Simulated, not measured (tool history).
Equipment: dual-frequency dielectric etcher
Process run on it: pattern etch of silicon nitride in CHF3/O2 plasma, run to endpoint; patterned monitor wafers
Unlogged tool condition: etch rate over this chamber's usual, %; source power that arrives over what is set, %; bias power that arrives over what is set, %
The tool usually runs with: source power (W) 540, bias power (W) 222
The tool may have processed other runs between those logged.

run,day,source power (W),bias power (W),wafers since the last listed run,hours since the last wet clean,hours since the last source power generator calibration,hours since the last bias power generator calibration,hours since the last upper electrode change,"incoming incoming film thickness, nm",endpoint time (s)
1,0.000,540,222,0,636.0,2321.0,1562.1,2224.2,85.8,57.9
# day 1.592: wet clean of the chamber
2,1.612,460,222,227,0.5,2359.7,1600.8,2262.9,87.3,61.3
3,2.862,460,222,464,30.5,2389.7,1630.8,2292.9,85.5,60.3
4,4.092,460,222,456,60.0,2419.2,1660.3,2322.4,86.8,60.8
5,5.425,540,222,495,92.0,2451.2,1692.3,2354.4,87.0,58.7
6,6.533,540,222,411,118.6,2477.8,1718.9,2381.0,86.9,58.6
7,7.875,540,222,498,150.8,2510.0,1751.1,2413.2,86.8,58.5
8,9.004,540,222,419,177.9,2537.1,1778.2,2440.3,85.9,57.7
9,10.454,540,222,538,212.7,2571.9,1813.0,2475.1,86.3,58.4
10,11.738,640,249,476,243.5,2602.7,1843.8,2505.9,86.7,54.0
11,12.825,640,249,403,269.6,2628.8,1869.9,2532.0,86.5,53.7
# day 14.038: source power generator calibrated
12,14.058,540,222,396,299.2,0.5,1899.5,2561.6,86.6,58.2
13,14.846,540,222,292,318.1,19.4,1918.4,2580.5,86.2,58.1
14,16.108,660,250,468,348.4,49.7,1948.7,2610.8,87.0,53.7
15,17.538,540,222,530,382.7,84.0,1983.0,2645.1,87.0,58.5
# day 18.738: upper electrode replaced
16,18.762,540,222,83,412.1,113.4,2012.4,0.6,86.7,58.3
17,19.788,600,240,380,436.7,138.0,2037.0,25.2,87.4,55.9
18,20.779,410,246,368,460.5,161.8,2060.8,49.0,85.4,60.3
# day 21.933: bias power generator calibrated
19,22.238,540,222,479,495.5,196.8,7.3,84.0,86.7,58.4
# day 23.425: wet clean of the chamber
20,25.029,540,222,665,38.5,263.8,74.3,151.0,85.5,57.5
21,25.875,580,172,314,58.8,284.1,94.6,171.3,87.2,60.7
22,27.017,540,222,423,86.2,311.5,122.0,198.7,86.6,57.9
23,28.958,470,222,721,132.8,358.1,168.6,245.3,86.8,61.1
24,29.525,450,187,210,146.4,371.7,182.2,258.9,86.5,63.5
25,30.779,640,257,465,176.5,401.8,212.3,289.0,87.1,53.5
26,31.633,540,259,317,197.0,422.3,232.8,309.5,86.7,56.3

Predict each of these 5 candidate next runs independently; none follows another, all start after run 26:
A,31.650,540,222,6,197.4,422.7,233.2,309.9,85.9,?
B,31.650,640,222,6,197.4,422.7,233.2,309.9,85.9,?
C,31.650,540,254,6,197.4,422.7,233.2,309.9,85.9,?
D,31.650,540,270,6,197.4,422.7,233.2,309.9,85.9,?
E,31.650,660,222,6,197.4,422.7,233.2,309.9,85.9,?

run,endpoint time (s)
A,58.2
B,55.4
C,56.2
D,55.2
E,54.9
Take away the tool's hidden state, keep each run's random variation, and the runs would have read:
run,endpoint time (s)
A,58.2
B,55.4
C,56.2
D,55.2
E,54.9

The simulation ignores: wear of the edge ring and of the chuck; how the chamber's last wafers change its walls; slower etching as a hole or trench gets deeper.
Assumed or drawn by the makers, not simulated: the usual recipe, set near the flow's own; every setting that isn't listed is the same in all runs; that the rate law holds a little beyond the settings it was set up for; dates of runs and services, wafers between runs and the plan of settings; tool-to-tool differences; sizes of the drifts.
